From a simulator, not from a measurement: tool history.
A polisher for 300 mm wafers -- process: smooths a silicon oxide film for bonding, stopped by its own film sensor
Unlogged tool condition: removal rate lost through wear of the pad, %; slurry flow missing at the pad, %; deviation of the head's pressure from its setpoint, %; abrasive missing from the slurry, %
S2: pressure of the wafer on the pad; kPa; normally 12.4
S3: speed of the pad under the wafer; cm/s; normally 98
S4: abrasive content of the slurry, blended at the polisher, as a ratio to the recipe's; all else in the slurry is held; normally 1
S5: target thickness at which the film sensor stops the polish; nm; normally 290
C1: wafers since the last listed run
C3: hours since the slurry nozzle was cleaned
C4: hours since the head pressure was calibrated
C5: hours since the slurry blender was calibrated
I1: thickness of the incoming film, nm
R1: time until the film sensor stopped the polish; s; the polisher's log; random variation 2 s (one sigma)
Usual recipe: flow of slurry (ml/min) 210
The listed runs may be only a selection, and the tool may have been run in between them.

Run 1, hour 0: usual settings; C1 0; wafers polished on this pad 991; C3 113.8; C4 388; C5 322.4; I1 359.7. Result: R1 130.7 s.
Run 2, hour 13.7: usual settings; C1 101; wafers polished on this pad 1093; C3 127.5; C4 401.7; C5 336.1; I1 364.3. Result: R1 135.2 s.
Run 3, hour 60.3: usual settings; C1 345; wafers polished on this pad 1438; C3 174.1; C4 448.3; C5 382.7; I1 359.5. Result: R1 129.9 s.
Run 4, hour 85.8: usual settings; C1 189; wafers polished on this pad 1627; C3 199.6; C4 473.8; C5 408.2; I1 354.8. Result: R1 119.5 s.
Run 5, hour 116.4: usual settings; C1 226; wafers polished on this pad 1854; C3 230.2; C4 504.4; C5 438.8; I1 357.2. Result: R1 133.4 s.
At hour 131.2: worn pad replaced by a new one.
At hour 138.7: slurry blender recalibrated.
Run 6, hour 148.5: usual settings; C1 193; wafers polished on this pad 113; C3 262.3; C4 536.5; C5 9.8; I1 361.5. Result: R1 145 s.
At hour 162: slurry nozzle cleaned.
Run 7, hour 170.4: usual settings but S2 9.7 kPa, S3 80 cm/s; C1 154; wafers polished on this pad 268; C3 8.4; C4 558.4; C5 31.7; I1 356.4. Result: R1 182.1 s.
Run 8, hour 201.9: usual settings but flow of slurry (ml/min) 230, S4 1.25; C1 233; wafers polished on this pad 502; C3 39.9; C4 589.9; C5 63.2; I1 364.2. Result: R1 123.7 s.
Run 9, hour 230.9: usual settings but flow of slurry (ml/min) 265; C1 214; wafers polished on this pad 717; C3 68.9; C4 618.9; C5 92.2; I1 360.4. Result: R1 128.7 s.
Run 10, hour 258.9: usual settings but S5 309 nm; C1 207; wafers polished on this pad 924; C3 96.9; C4 646.9; C5 120.2; I1 354.8. Result: R1 86.7 s.
Run 11, hour 294.1: usual settings but S2 14.5 kPa, S3 70 cm/s; C1 260; wafers polished on this pad 1185; C3 132.1; C4 682.1; C5 155.4; I1 364.2. Result: R1 155.4 s.
Run 12, hour 312.5: usual settings; C1 136; wafers polished on this pad 1321; C3 150.5; C4 700.5; C5 173.8; I1 361.6. Result: R1 132.2 s.
Run 13, hour 344.2: usual settings but S4 1.25, S5 272 nm; C1 234; wafers polished on this pad 1556; C3 182.2; C4 732.2; C5 205.5; I1 358.1. Result: R1 149.7 s.
At hour 347.1: head pressure recalibrated.
At hour 374.4: worn pad replaced by a new one.
Run 14, hour 378.2: usual settings but S5 304 nm; C1 207; wafers polished on this pad 28; C3 216.2; C4 31.1; C5 239.5; I1 358.3. Result: R1 104.2 s.
Run 15, hour 399.4: usual settings but S3 78 cm/s; C1 157; wafers polished on this pad 185; C3 237.4; C4 52.3; C5 260.7; I1 355.2. Result: R1 155.6 s.
Run 16, hour 420.3: usual settings but S2 9 kPa, S3 122 cm/s, S4 0.75; C1 154; wafers polished on this pad 340; C3 258.3; C4 73.2; C5 281.6; I1 361.1. Result: R1 191.3 s.
At hour 432.9: slurry nozzle cleaned.
Run 17, hour 447.6: usual settings; C1 194; wafers polished on this pad 535; C3 14.7; C4 100.5; C5 308.9; I1 362.5. Result: R1 127.8 s.
Run 18, hour 459.9: usual settings but S3 68 cm/s, S5 273 nm; C1 91; wafers polished on this pad 626; C3 27; C4 112.8; C5 321.2; I1 363.5. Result: R1 217 s.
Run 19, hour 555.5: usual settings but flow of slurry (ml/min) 145, S3 110 cm/s, S5 282 nm; C1 708; wafers polished on this pad 1335; C3 122.6; C4 208.4; C5 416.8; I1 353.2. Result: R1 132.5 s.
At hour 572: slurry blender recalibrated.
Run 20, hour 576: usual settings but flow of slurry (ml/min) 180, S3 108 cm/s; C1 137; wafers polished on this pad 1472; C3 143.1; C4 228.9; C5 4; I1 357.9. Result: R1 120.5 s.
Run 21, hour 611.8: usual settings but S5 267 nm; C1 265; wafers polished on this pad 1737; C3 178.9; C4 264.7; C5 39.8; I1 355.8. Result: R1 170.7 s.
At hour 628.6: worn pad replaced by a new one.
Run 22, hour 642.8: usual settings; C1 200; wafers polished on this pad 105; C3 209.9; C4 295.7; C5 70.8; I1 361.5. Result: R1 144.8 s.
Run 23, hour 672.6: usual settings but S2 11 kPa, S3 68 cm/s, S4 1.2, S5 301 nm; C1 220; wafers polished on this pad 326; C3 239.7; C4 325.5; C5 100.6; I1 361. Result: R1 168.8 s.
At hour 703: slurry nozzle cleaned.
Run 24, hour 703.5: usual settings but S3 108 cm/s, S4 0.75, S5 275 nm; C1 221; wafers polished on this pad 547; C3 0.5; C4 356.4; C5 131.5; I1 361.5. Result: R1 165 s.
Run 25, hour 730: usual settings but S3 78 cm/s; C1 196; wafers polished on this pad 744; C3 27; C4 382.9; C5 158; I1 357.3. Result: R1 146.6 s.
Run 26, hour 743: usual settings but S2 14.5 kPa, S5 307 nm; C1 96; wafers polished on this pad 840; C3 40; C4 395.9; C5 171; I1 367.7. Result: R1 97.1 s.
Run 27, hour 793.9: usual settings but S2 13.8 kPa, S4 0.8; C1 377; wafers polished on this pad 1218; C3 90.9; C4 446.8; C5 221.9; I1 355.1. Result: R1 120.1 s.
Run 28, hour 806.4: usual settings; C1 92; wafers polished on this pad 1310; C3 103.4; C4 459.3; C5 234.4; I1 361.2. Result: R1 131.7 s.
Run 29, hour 820.2: usual settings but S3 114 cm/s; C1 102; wafers polished on this pad 1412; C3 117.2; C4 473.1; C5 248.2; I1 363.2. Result: R1 121.3 s.
Run 30, hour 849.5: usual settings but S2 15.2 kPa, S5 307 nm; C1 217; wafers polished on this pad 1630; C3 146.5; C4 502.4; C5 277.5; I1 363. Result: R1 83.8 s.
Run 31, hour 864.5: usual settings but flow of slurry (ml/min) 245, S4 1.2; C1 111; wafers polished on this pad 1741; C3 161.5; C4 517.4; C5 292.5; I1 360.1. Result: R1 120 s.

Here are 3 independent what-if runs from the current tool condition. What would each one return?
Run A, hour 864.9: usual settings but S2 15.9 kPa; C1 2; wafers polished on this pad 1744; C3 161.9; C4 517.8; C5 292.9; I1 364.3. Result: R1 ?.
Run B, hour 864.9: usual settings but S4 0.8; C1 2; wafers polished on this pad 1744; C3 161.9; C4 517.8; C5 292.9; I1 364.3. Result: R1 ?.
Run C, hour 864.9: usual settings but flow of slurry (ml/min) 155, S2 8.3 kPa, S3 82 cm/s; C1 2; wafers polished on this pad 1744; C3 161.9; C4 517.8; C5 292.9; I1 364.3. Result: R1 ?.

run     R1
  A  112.8
  B    157
  C  267.6
Without the tool's hidden state the same runs would have given:
run     R1
  A  106.7
  B  148.5
  C  248.1
